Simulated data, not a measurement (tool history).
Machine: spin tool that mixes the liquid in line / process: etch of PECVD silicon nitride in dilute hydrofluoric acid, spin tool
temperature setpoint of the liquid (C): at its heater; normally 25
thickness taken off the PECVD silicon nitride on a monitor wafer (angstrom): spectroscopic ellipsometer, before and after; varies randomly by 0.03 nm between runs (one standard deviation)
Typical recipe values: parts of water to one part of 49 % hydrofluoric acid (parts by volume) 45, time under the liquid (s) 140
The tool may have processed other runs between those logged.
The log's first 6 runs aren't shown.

run    hour  temperature setpoint of the liquid (C)  parts of water to one part of 49 % hydrofluoric acid (parts by volume)  time under the liquid (s)  wafers since the last listed run  hours since the thermometer was replaced  hours since the hydrofluoric acid flow meter was replaced  hours since the gauge calibration  read-back film thickness of the PECVD silicon nitride reference wafer, read on the same gauge (nm)  thickness taken off the PECVD silicon nitride on a monitor wafer (angstrom)
  7   415.3                                      25                                                                      45                        140                               606                                    2148.2                                                     1416.4                              726.4                                                                                               69.99                                                                           63
  8   470.5                                      25                                                                      45                        140                               644                                    2203.4                                                     1471.6                              781.6                                                                                               69.97                                                                         63.5
  9     525                                      25                                                                      45                        140                               636                                    2257.9                                                     1526.1                              836.1                                                                                               69.96                                                                         63.4
 10   575.2                                      25                                                                      45                        140                               586                                    2308.1                                                     1576.3                              886.3                                                                                                  70                                                                         63.1
 11   611.9                                      25                                                                      45                        140                               428                                    2344.8                                                       1613                                923                                                                                               69.96                                                                         62.9
 12     648                                      25                                                                      45                        140                               421                                    2380.9                                                     1649.1                              959.1                                                                                               69.98                                                                         63.5
 13   676.9                                      25                                                                      45                        140                               337                                    2409.8                                                       1678                                988                                                                                               69.99                                                                         63.8
 14   722.4                                      25                                                                      35                        100                               531                                    2455.3                                                     1723.5                             1033.5                                                                                               70.02                                                                         57.9
      801.6  -- gauge calibrated
      828.3  -- thermometer replaced
 15   919.7                                      23                                                                      45                         70                              2292                                      91.4                                                     1920.8                              118.1                                                                                               69.96                                                                         28.3
 16   949.1                                      25                                                                      30                        140                               343                                     120.8                                                     1950.2                              147.5                                                                                               70.02                                                                         97.1
      972.5  -- hydrofluoric acid flow meter replaced
 17  1007.2                                    29.5                                                                      35                        140                               666                                     178.9                                                       34.7                              205.6                                                                                               69.96                                                                        108.5
 18  1044.7                                      25                                                                      45                        205                               438                                     216.4                                                       72.2                              243.1                                                                                               69.99                                                                         92.8
 19    1095                                      25                                                                      65                         85                               587                                     266.7                                                      122.5                              293.4                                                                                                  70                                                                           27
 20  1165.3                                      25                                                                      25                         90                               821                                       337                                                      192.8                              363.7                                                                                                  70                                                                         72.1
 21  1216.3                                      25                                                                      45                        140                               595                                       388                                                      243.8                              414.7                                                                                               69.97                                                                         63.4
 22  1252.2                                    27.5                                                                      45                        165                               419                                     423.9                                                      279.7                              450.6                                                                                               69.97                                                                         87.8
 23  1296.4                                      25                                                                      65                        195                               516                                     468.1                                                      323.9                              494.8                                                                                               70.01                                                                           62
 24    1334                                      22                                                                      55                        115                               439                                     505.7                                                      361.5                              532.4                                                                                               70.01                                                                         34.8
 25  1402.6                                      21                                                                      65                        225                               801                                     574.3                                                      430.1                                601                                                                                               69.98                                                                         54.6
 26  1459.6                                      25                                                                      45                         90                               665                                     631.3                                                      487.1                                658                                                                                               70.01                                                                         40.8
 27  1517.7                                      25                                                                      45                        140                               678                                     689.4                                                      545.2                              716.1                                                                                               69.98                                                                         63.1
 28  1563.8                                    23.5                                                                      45                        140                               538                                     735.5                                                      591.3                              762.2                                                                                               70.04                                                                         57.6
 29  1590.9                                      25                                                                      45                        140                               316                                     762.6                                                      618.4                              789.3                                                                                               70.02                                                                         63.4
 30  1620.4                                    22.5                                                                      35                        200                               344                                     792.1                                                      647.9                              818.8                                                                                               69.99                                                                         97.8
 31  1672.5                                    22.5                                                                      50                         60                               608                                     844.2                                                        700                              870.9                                                                                               70.02                                                                         20.5

Alternative continuations, all from the tool just after run 31; predict every row:
  A  1673                                      25                                                                      45                        140                                 5                                     844.7                                                      700.5                              871.4                                                                                                   ?                                                                            ?
  B  1673                                    22.5                                                                      30                        215                                 5                                     844.7                                                      700.5                              871.4                                                                                                   ?                                                                            ?
  C  1673                                      25                                                                      45                        115                                 5                                     844.7                                                      700.5                              871.4                                                                                                   ?                                                                            ?
  D  1673                                    27.5                                                                      25                        140                                 5                                     844.7                                                      700.5                              871.4                                                                                                   ?                                                                            ?
  E  1673                                    20.5                                                                      30                        140                                 5                                     844.7                                                      700.5                              871.4                                                                                                   ?                                                                            ?

run  read-back film thickness of the PECVD silicon nitride reference wafer, read on the same gauge (nm)  thickness taken off the PECVD silicon nitride on a monitor wafer (angstrom)
  A                                                                                               70.02                                                                         63.3
  B                                                                                               70.02                                                                        121.5
  C                                                                                               70.02                                                                           52
  D                                                                                               70.02                                                                        132.5
  E                                                                                               70.02                                                                         68.9
Without the tool's hidden state the same runs would have given:
run  thickness taken off the PECVD silicon nitride on a monitor wafer (angstrom)
  A                                                                         63.6
  B                                                                        122.2
  C                                                                         52.3
  D                                                                        133.2
  E                                                                         69.3
